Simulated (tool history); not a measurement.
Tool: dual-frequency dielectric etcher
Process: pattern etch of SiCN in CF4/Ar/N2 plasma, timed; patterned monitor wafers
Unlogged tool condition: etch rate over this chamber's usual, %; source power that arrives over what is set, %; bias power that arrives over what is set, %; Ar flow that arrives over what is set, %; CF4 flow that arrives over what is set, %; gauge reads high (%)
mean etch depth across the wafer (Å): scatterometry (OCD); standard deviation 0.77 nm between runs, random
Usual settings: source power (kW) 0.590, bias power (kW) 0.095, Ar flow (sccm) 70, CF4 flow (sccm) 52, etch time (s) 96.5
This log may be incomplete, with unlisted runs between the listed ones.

| run | hour | source power (kW) | bias power (kW) | Ar flow (sccm) | CF4 flow (sccm) | etch time (s) | wafers since the last listed run | hours since the last wet clean | hours since the last source power generator calibration | hours since the last bias power generator calibration | hours since the last Ar flow controller change | hours since the last CF4 flow controller change | hours since the last upper electrode change | hours since the gauge calibration | read-back reference wafer on the same gauge, depth_nm | mean etch depth across the wafer (Å) |
|---|---|---|---|---|---|---|---|---|---|---|---|---|---|---|---|---|
| 1 | 0.0 | 0.590 | 0.095 | 70 | 52 | 96.5 | 0 | 380.4 | 1815.0 | 2023.1 | 2360.1 | 12.5 | 3892.9 | 628.6 | 126.0 | 1215 |
|  | 18.7 | source power generator calibrated |
|  | 29.6 | wet clean of the chamber |
| 2 | 43.2 | 0.670 | 0.095 | 70 | 52 | 96.5 | 326 | 13.6 | 24.5 | 2066.3 | 2403.3 | 55.7 | 3936.1 | 671.8 | 125.9 | 1386 |
| 3 | 99.9 | 0.590 | 0.095 | 70 | 52 | 96.5 | 654 | 70.3 | 81.2 | 2123.0 | 2460.0 | 112.4 | 3992.8 | 728.5 | 126.3 | 1235 |
| 4 | 167.3 | 0.590 | 0.095 | 70 | 52 | 96.5 | 778 | 137.7 | 148.6 | 2190.4 | 2527.4 | 179.8 | 4060.2 | 795.9 | 126.1 | 1228 |
|  | 186.5 | Ar flow controller replaced |
| 5 | 219.6 | 0.590 | 0.095 | 70 | 52 | 96.5 | 534 | 190.0 | 200.9 | 2242.7 | 33.1 | 232.1 | 4112.5 | 848.2 | 126.0 | 1237 |
|  | 232.9 | bias power generator calibrated |
|  | 237.7 | source power generator calibrated, repeated, since the last time left the tool worse |
| 6 | 247.8 | 0.590 | 0.095 | 80 | 48 | 96.5 | 233 | 218.2 | 10.1 | 14.9 | 61.3 | 260.3 | 4140.7 | 876.4 | 125.8 | 1130 |
| 7 | 274.5 | 0.590 | 0.095 | 70 | 52 | 96.5 | 308 | 244.9 | 36.8 | 41.6 | 88.0 | 287.0 | 4167.4 | 903.1 | 126.1 | 1179 |
| 8 | 338.1 | 0.590 | 0.095 | 70 | 52 | 96.5 | 734 | 308.5 | 100.4 | 105.2 | 151.6 | 350.6 | 4231.0 | 966.7 | 125.9 | 1176 |
|  | 378.8 | gauge calibrated |
| 9 | 378.9 | 0.480 | 0.095 | 70 | 52 | 76.0 | 471 | 349.3 | 141.2 | 146.0 | 192.4 | 391.4 | 4271.8 | 0.1 | 125.8 | 778 |
| 10 | 422.2 | 0.590 | 0.109 | 61 | 62 | 96.5 | 499 | 392.6 | 184.5 | 189.3 | 235.7 | 434.7 | 4315.1 | 43.4 | 125.9 | 1309 |
|  | 466.6 | wet clean of the chamber |
| 11 | 467.1 | 0.590 | 0.095 | 70 | 52 | 71.0 | 241 | 0.5 | 229.4 | 234.2 | 280.6 | 479.6 | 4360.0 | 88.3 | 126.0 | 862 |
| 12 | 489.6 | 0.590 | 0.095 | 86 | 57 | 96.5 | 259 | 23.0 | 251.9 | 256.7 | 303.1 | 502.1 | 4382.5 | 110.8 | 126.1 | 1146 |
| 13 | 540.8 | 0.590 | 0.080 | 70 | 57 | 96.5 | 591 | 74.2 | 303.1 | 307.9 | 354.3 | 553.3 | 4433.7 | 162.0 | 125.8 | 1109 |
| 14 | 588.6 | 0.540 | 0.087 | 86 | 52 | 73.5 | 551 | 122.0 | 350.9 | 355.7 | 402.1 | 601.1 | 4481.5 | 209.8 | 125.9 | 766 |
|  | 633.2 | upper electrode replaced |
| 15 | 654.0 | 0.460 | 0.095 | 70 | 58 | 96.5 | 477 | 187.4 | 416.3 | 421.1 | 467.5 | 666.5 | 20.8 | 275.2 | 125.9 | 956 |
| 16 | 681.2 | 0.590 | 0.108 | 53 | 52 | 108.0 | 314 | 214.6 | 443.5 | 448.3 | 494.7 | 693.7 | 48.0 | 302.4 | 126.1 | 1472 |
| 17 | 740.8 | 0.590 | 0.095 | 70 | 60 | 96.5 | 688 | 274.2 | 503.1 | 507.9 | 554.3 | 753.3 | 107.6 | 362.0 | 126.2 | 1204 |
| 18 | 774.1 | 0.510 | 0.095 | 70 | 52 | 96.5 | 384 | 307.5 | 536.4 | 541.2 | 587.6 | 786.6 | 140.9 | 395.3 | 126.1 | 1042 |
| 19 | 838.5 | 0.590 | 0.095 | 70 | 52 | 96.5 | 743 | 371.9 | 600.8 | 605.6 | 652.0 | 851.0 | 205.3 | 459.7 | 125.9 | 1179 |
| 20 | 868.9 | 0.590 | 0.095 | 70 | 56 | 96.5 | 350 | 402.3 | 631.2 | 636.0 | 682.4 | 881.4 | 235.7 | 490.1 | 126.3 | 1189 |
|  | 908.8 | wet clean of the chamber |
| 21 | 909.3 | 0.590 | 0.085 | 70 | 61 | 86.5 | 189 | 0.5 | 671.6 | 676.4 | 722.8 | 921.8 | 276.1 | 530.5 | 126.1 | 1044 |
| 22 | 951.9 | 0.590 | 0.095 | 54 | 61 | 96.5 | 491 | 43.1 | 714.2 | 719.0 | 765.4 | 964.4 | 318.7 | 573.1 | 126.2 | 1263 |

Hidden state, per run?
etch rate over this chamber's usual, %: 0 on each run
bias power that arrives over what is set, %: 0 on each run
Ar flow that arrives over what is set, %: 0 on each run
CF4 flow that arrives over what is set, %: 0 on each run
gauge reads high (%): 0 on each run
H1: source power that arrives over what is set, %
| run | H1 |
|---|---|
| 1 | 3.73 |
| 2 | 6.45 |
| 3 | 6.46 |
| 4 | 6.47 |
| 5 | 6.49 |
| 6 | 0.158 |
| 7 | 0.16 |
| 8 | 0.169 |
| 9 | 0.18 |
| 10 | 0.195 |
| 11 | 0.215 |
| 12 | 0.227 |
| 13 | 0.258 |
| 14 | 0.291 |
| 15 | 0.346 |
| 16 | 0.371 |
| 17 | 0.432 |
| 18 | 0.469 |
| 19 | 0.548 |
| 20 | 0.589 |
| 21 | 0.646 |
| 22 | 0.71 |
